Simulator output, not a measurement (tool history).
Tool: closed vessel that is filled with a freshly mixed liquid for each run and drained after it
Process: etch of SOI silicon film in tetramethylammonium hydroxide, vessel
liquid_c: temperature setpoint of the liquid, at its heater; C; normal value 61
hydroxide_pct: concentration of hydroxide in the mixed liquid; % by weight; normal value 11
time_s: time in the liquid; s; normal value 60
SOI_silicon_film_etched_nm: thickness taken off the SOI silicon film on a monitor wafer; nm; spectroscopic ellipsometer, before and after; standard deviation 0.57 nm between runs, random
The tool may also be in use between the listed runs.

run	hour	liquid_c	hydroxide_pct	time_s	read-back film thickness of the SOI silicon film reference wafer, read on the same gauge (nm)	SOI_silicon_film_etched_nm
1	0	55.5	11	60	110	158.53
2	13.1	61	11	60	110	223.95
3	26.2	61	11	60	110.03	224.33
4	34.4	61	11	60	110.02	224.33
5	44.9	61	11	45	109.98	168.06
6	59.5	61	11	45	110.01	168.33
7	75.7	65.5	11	60	110.01	294.46
8	88.3	65.5	11	60	110	294.91
9	103.8	65.5	11	60	109.99	295.13
10	114.8	64	11	60	109.98	268.88
11	130.5	64	11	60	109.97	270.2
# hour 142.4: hydroxide flow meter replaced
12	146.6	64	11	60	109.99	280.65
13	163.5	59	11	60	110	205.74
# hour 167.1: thermometer replaced
14	181.1	59	11	60	109.97	200.58
# hour 184: gauge calibrated
15	191.8	54.5	12	75	110	181.3
16	203.6	54	12.5	80	110.01	183.91
17	219.8	65.5	11	60	109.98	299.69
18	236.4	69	13	90	109.99	511.65
19	254.3	61	11	60	109.99	227.69
20	260.6	61	12.5	50	109.99	179.87
21	272.4	61	12.5	80	110.01	286.15
22	283	66	11	95	109.99	488.43
23	297.4	64	11	60	110.01	273.06
24	303.6	61	12.5	40	110.01	143.28
25	318.6	61	11	60	110.01	227.08
26	330.4	58	11	60	110.02	188.69
27	345.6	65	12.5	75	110	342.39
28	359.3	66	11	95	110.01	487.71
29	373.9	57.5	8	70	110	238.71

Exercise: give the hidden state of the tool at every run:
gauge reads high (%): 0 on each run
H1: liquid hotter than its thermometer reads (K)
H2: hydroxide flow above the setpoint (%)
run	H1	H2
1	0.379	11.7
2	0.386	11.9
3	0.393	12
4	0.398	12
5	0.403	12.1
6	0.412	12.3
7	0.421	12.4
8	0.428	12.5
9	0.436	12.7
10	0.442	12.8
11	0.451	12.9
12	0.46	2.16
13	0.469	2.31
14	0.0109	2.47
15	0.0168	2.57
16	0.0234	2.67
17	0.0324	2.82
18	0.0417	2.97
19	0.0516	3.13
20	0.0551	3.19
21	0.0617	3.3
22	0.0676	3.4
23	0.0756	3.53
24	0.0791	3.58
25	0.0874	3.72
26	0.094	3.83
27	0.102	3.97
28	0.11	4.09
29	0.118	4.22

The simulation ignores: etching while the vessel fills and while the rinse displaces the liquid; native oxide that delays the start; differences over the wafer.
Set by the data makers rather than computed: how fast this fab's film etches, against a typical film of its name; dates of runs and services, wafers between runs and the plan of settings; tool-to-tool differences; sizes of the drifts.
